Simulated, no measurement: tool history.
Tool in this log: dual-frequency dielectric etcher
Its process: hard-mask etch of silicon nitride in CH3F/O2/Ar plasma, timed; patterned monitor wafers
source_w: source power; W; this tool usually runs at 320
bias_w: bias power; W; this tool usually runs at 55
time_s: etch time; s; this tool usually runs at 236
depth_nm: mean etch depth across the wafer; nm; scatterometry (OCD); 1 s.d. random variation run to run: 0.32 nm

| run | hour | source_w | bias_w | time_s | read-back reference wafer on the same gauge, depth_nm | depth_nm |
|---|---|---|---|---|---|---|
| 1 | 0 | 320 | 55 | 236 | 160 | 154.5 |
| 2 | 11.9 | 320 | 55 | 236 | 160 | 153.7 |
| 3 | 29.5 | 320 | 55 | 236 | 160.1 | 154.2 |
| 4 | 43.9 | 320 | 55 | 236 | 159.9 | 154.2 |
| 5 | 53.4 | 320 | 55 | 236 | 159.9 | 154.3 |
| 6 | 64.7 | 320 | 52 | 236 | 159.9 | 152.9 |
| 7 | 85.1 | 320 | 55 | 267 | 160 | 174.5 |
|  | 92.5 | gauge calibrated |
|  | 120.2 | wet clean of the chamber |
| 8 | 120.7 | 320 | 55 | 267 | 159.9 | 171.9 |
| 9 | 143 | 320 | 55 | 267 | 160 | 172.2 |
| 10 | 160.5 | 320 | 55 | 186 | 160.1 | 119.7 |
|  | 175.9 | bias power generator calibrated |
| 11 | 176.4 | 390 | 51 | 171 | 160 | 116.4 |
|  | 201.1 | upper electrode replaced, of another model than before |
| 12 | 201.6 | 320 | 55 | 260.5 | 160 | 168.4 |
| 13 | 202 | 270 | 55 | 165.5 | 160 | 102.8 |
|  | 214.1 | source power generator calibrated |
| 14 | 214.6 | 320 | 48 | 236 | 159.9 | 145.4 |

Run 15 is up next; what results do you expect?
| 15 | 225.4 | 340 | 55 | 168.5 | ? | ? |

For run 15 the tool returned read-back reference wafer on the same gauge, depth_nm 160, depth_nm 110.6 nm.
If the tool had no hidden condition, the same run with the same run-to-run variation would have returned depth_nm 109.9 nm.
